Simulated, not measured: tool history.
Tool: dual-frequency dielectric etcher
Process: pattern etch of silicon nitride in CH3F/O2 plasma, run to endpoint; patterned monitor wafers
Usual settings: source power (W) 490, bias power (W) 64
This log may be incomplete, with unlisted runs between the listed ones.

run    hour  source power (W)  bias power (W)  incoming incoming film thickness, nm  endpoint time (s)
  1       0               490              64                                  63.4               69.5
  2   125.7               490              64                                  63.6               69.5
  3   194.4               560              64                                  63.5               66.1
  4   270.1               560              64                                  64.2                 67
  5   325.3               490              64                                  64.6               70.7
  6   415.6               490              64                                  63.5               69.3
  7   508.6               440              60                                  63.8               73.5
  8     590               440              60                                  64.4               74.5
  9   911.2               440              60                                  64.3               74.6
 10     993               460              64                                  63.6               71.2
 11  1035.5               460              64                                  63.7               71.9
 12  1115.9               490              64                                  64.3               69.3
 13  1194.1               490              64                                  63.9                 70
 14    1282               490              64                                  64.8               71.1
 15  1316.9               490              58                                  64.2               72.9
 16  1365.5               380              69                                  63.9               73.2
 17  1437.3               400              78                                  64.3               68.2
 18  1478.6               440              60                                  63.6               73.8
 19  1529.4               590              73                                    64               61.8
 20  1584.8               380              78                                  64.3               69.5
 21    1650               450              72                                  63.9               67.2
 22  1716.3               490              64                                  64.1               69.5
 23  1784.4               440              60                                  64.9               75.3
 24  1827.3               550              64                                  65.2               68.3
 25    1872               490              64                                  64.6               71.2
 26  1943.2               410              51                                  63.8               82.8
 27    2185               490              76                                  63.7               63.8
 28  2275.9               550              73                                  64.3               63.9
 29  2366.2               490              64                                  64.6               70.6

Removed from this log: 8 entries logged between the listed runs. Between which two listed runs does each belong, and how does the tool's hidden state at the listed run before it compare with that at the listed run after it?
Logged between run 6 and run 7: wet clean of the chamber (hour 453.8)
  both runs share identical hidden conditions
Logged between run 8 and run 9: bias power generator calibrated (hour 773.2); wet clean of the chamber (hour 888.5)
  both runs share identical hidden conditions
Logged between run 13 and run 14: upper electrode replaced (hour 1281.5)
  both runs share identical hidden conditions
Logged between run 16 and run 17: wet clean of the chamber (hour 1436.8)
  both runs share identical hidden conditions
Logged between run 21 and run 22: source power generator calibrated (hour 1661.3)
  both runs share identical hidden conditions
Logged between run 24 and run 25: wet clean of the chamber (hour 1871.5)
  both runs share identical hidden conditions
Logged between run 28 and run 29: wet clean of the chamber (hour 2316.3)
  both runs share identical hidden conditions
